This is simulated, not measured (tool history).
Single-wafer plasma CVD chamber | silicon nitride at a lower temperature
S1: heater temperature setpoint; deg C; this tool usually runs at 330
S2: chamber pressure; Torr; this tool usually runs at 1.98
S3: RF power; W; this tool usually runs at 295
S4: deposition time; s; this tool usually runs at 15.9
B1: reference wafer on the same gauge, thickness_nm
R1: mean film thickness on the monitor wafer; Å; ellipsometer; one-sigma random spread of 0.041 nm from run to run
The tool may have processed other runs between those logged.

| run | hour | S1 | S2 | S3 | S4 | B1 | R1 |
|---|---|---|---|---|---|---|---|
| 1 | 0 | 330 | 1.98 | 295 | 17.9 | 18.999 | 213.35 |
| 2 | 83.1 | 330 | 1.98 | 295 | 17.9 | 18.992 | 212.81 |
| 3 | 149.3 | 330 | 1.98 | 295 | 17.9 | 19.007 | 211.84 |
|  | 241.3 | RF generator calibrated |
| 4 | 257.1 | 330 | 2.34 | 295 | 15.9 | 19.015 | 200 |
|  | 298.3 | thermocouple changed; heater temperature recalibrated |
| 5 | 346.4 | 330 | 2.34 | 295 | 15.9 | 19 | 199.29 |
| 6 | 421 | 330 | 2.34 | 295 | 15.9 | 18.99 | 199.68 |
| 7 | 508.1 | 335 | 1.98 | 295 | 15.9 | 19 | 191.66 |
|  | 522.1 | capacitance manometer re-zeroed and calibrated |
| 8 | 589.8 | 335 | 1.98 | 295 | 15.9 | 18.994 | 191.71 |
| 9 | 629.3 | 335 | 1.98 | 295 | 15.9 | 19.011 | 191.52 |
| 10 | 686.2 | 330 | 1.98 | 295 | 15.9 | 18.993 | 191.25 |
| 11 | 792.7 | 337 | 1.56 | 235 | 15.9 | 19.01 | 140.79 |
| 12 | 863.5 | 323 | 1.98 | 295 | 15.9 | 18.999 | 191.11 |
| 13 | 930.3 | 330 | 1.98 | 295 | 18.1 | 18.998 | 215.94 |
|  | 958.4 | showerhead replaced |
| 14 | 973 | 330 | 1.83 | 245 | 15.9 | 18.986 | 153.8 |
| 15 | 1059.2 | 330 | 1.65 | 295 | 13.9 | 19.013 | 158.37 |
| 16 | 1120.5 | 330 | 1.98 | 295 | 15.9 | 19.004 | 189.3 |
| 17 | 1181.6 | 336 | 1.98 | 295 | 15.9 | 19.007 | 187.97 |
|  | 1194.4 | RF generator calibrated |
|  | 1249.3 | gauge calibrated |
| 18 | 1275.8 | 330 | 1.98 | 295 | 15.9 | 19 | 192.61 |
| 19 | 1321.4 | 318 | 1.57 | 315 | 13.3 | 18.985 | 162.84 |
| 20 | 1401.2 | 335 | 1.98 | 295 | 15.9 | 18.998 | 192.26 |
| 21 | 1486.2 | 330 | 2.16 | 295 | 15.9 | 19 | 195.63 |
| 22 | 1594.1 | 318 | 1.74 | 295 | 15.9 | 19.006 | 186.48 |
| 23 | 1666.2 | 337 | 1.56 | 235 | 15.9 | 18.992 | 141.27 |
| 24 | 1720.1 | 318 | 1.98 | 275 | 15.9 | 19.007 | 179.17 |
| 25 | 1812.7 | 330 | 1.98 | 255 | 15.9 | 19.003 | 164.44 |
| 26 | 1896 | 323 | 2.15 | 335 | 14.5 | 19.009 | 199.2 |
| 27 | 1969.5 | 330 | 2.26 | 325 | 15.9 | 19.005 | 214.7 |
| 28 | 2015.4 | 318 | 1.74 | 295 | 15.9 | 19.001 | 184.59 |

Alternative continuations, all from the tool just after run 28; predict every row:
| A | 2015.8 | 330 | 1.98 | 340 | 15.9 | ? | ? |
| B | 2015.8 | 330 | 1.55 | 335 | 15.9 | ? | ? |
| C | 2015.8 | 330 | 1.98 | 320 | 19 | ? | ? |
| D | 2015.8 | 335 | 1.98 | 295 | 13.4 | ? | ? |

| run | B1 | R1 |
|---|---|---|
| A | 19.005 | 215.66 |
| B | 19.005 | 200.59 |
| C | 19.005 | 244.2 |
| D | 19.005 | 159.34 |
Stripped of hidden state, with their random variation kept, the same runs would have yielded:
| run | R1 |
|---|---|
| A | 218.85 |
| B | 203.56 |
| C | 247.94 |
| D | 161.86 |

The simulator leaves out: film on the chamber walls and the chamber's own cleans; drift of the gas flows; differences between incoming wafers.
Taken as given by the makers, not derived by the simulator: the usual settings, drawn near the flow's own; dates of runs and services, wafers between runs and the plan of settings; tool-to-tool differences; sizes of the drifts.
